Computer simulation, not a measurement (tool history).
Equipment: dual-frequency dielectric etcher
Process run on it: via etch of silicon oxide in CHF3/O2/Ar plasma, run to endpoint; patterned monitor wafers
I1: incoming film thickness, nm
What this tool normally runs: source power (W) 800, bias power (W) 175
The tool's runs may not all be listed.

run 1 day=0.000 | source_power_(W)=800 bias_power_(W)=175 | I1=590.9 | endpoint_time_(s)=316.1
-- day=0.012 wet clean of the chamber
run 2 day=0.850 | source_power_(W)=800 bias_power_(W)=175 | I1=591.4 | endpoint_time_(s)=305.9
run 3 day=2.304 | source_power_(W)=800 bias_power_(W)=175 | I1=599.9 | endpoint_time_(s)=312.0
run 4 day=3.029 | source_power_(W)=800 bias_power_(W)=175 | I1=589.3 | endpoint_time_(s)=309.5
run 5 day=3.725 | source_power_(W)=800 bias_power_(W)=175 | I1=594.0 | endpoint_time_(s)=310.1
run 6 day=5.017 | source_power_(W)=800 bias_power_(W)=175 | I1=595.9 | endpoint_time_(s)=311.9
run 7 day=5.912 | source_power_(W)=800 bias_power_(W)=148 | I1=597.1 | endpoint_time_(s)=329.1
run 8 day=6.633 | source_power_(W)=800 bias_power_(W)=148 | I1=596.3 | endpoint_time_(s)=328.8
run 9 day=7.171 | source_power_(W)=800 bias_power_(W)=175 | I1=597.4 | endpoint_time_(s)=314.7
run 10 day=7.875 | source_power_(W)=800 bias_power_(W)=175 | I1=591.9 | endpoint_time_(s)=310.0
-- day=8.629 bias power generator calibrated
run 11 day=8.642 | source_power_(W)=800 bias_power_(W)=175 | I1=594.8 | endpoint_time_(s)=313.7
run 12 day=9.571 | source_power_(W)=800 bias_power_(W)=175 | I1=593.7 | endpoint_time_(s)=309.6
run 13 day=10.579 | source_power_(W)=860 bias_power_(W)=175 | I1=592.6 | endpoint_time_(s)=298.6
run 14 day=11.362 | source_power_(W)=860 bias_power_(W)=175 | I1=597.7 | endpoint_time_(s)=300.2
-- day=12.021 source power generator calibrated
run 15 day=12.742 | source_power_(W)=940 bias_power_(W)=152 | I1=594.1 | endpoint_time_(s)=297.9
run 16 day=13.600 | source_power_(W)=620 bias_power_(W)=219 | I1=596.5 | endpoint_time_(s)=347.2
run 17 day=14.442 | source_power_(W)=610 bias_power_(W)=214 | I1=602.1 | endpoint_time_(s)=361.5
-- day=15.683 upper electrode replaced
run 18 day=15.704 | source_power_(W)=620 bias_power_(W)=132 | I1=592.9 | endpoint_time_(s)=406.7
run 19 day=16.146 | source_power_(W)=710 bias_power_(W)=155 | I1=594.7 | endpoint_time_(s)=354.7
-- day=17.858 wet clean of the chamber
run 20 day=17.879 | source_power_(W)=910 bias_power_(W)=146 | I1=595.6 | endpoint_time_(s)=301.8
run 21 day=17.896 | source_power_(W)=800 bias_power_(W)=175 | I1=594.8 | endpoint_time_(s)=310.4
run 22 day=18.442 | source_power_(W)=640 bias_power_(W)=159 | I1=592.6 | endpoint_time_(s)=368.5

For run 23, what comes out?
run 23 day=19.096 | source_power_(W)=930 bias_power_(W)=144 | I1=593.0 | endpoint_time_(s)=?

endpoint time (s): 300.6
Take away the tool's hidden state, keep the run-to-run variation as it was, and the same run would have given endpoint time (s) 300.7.
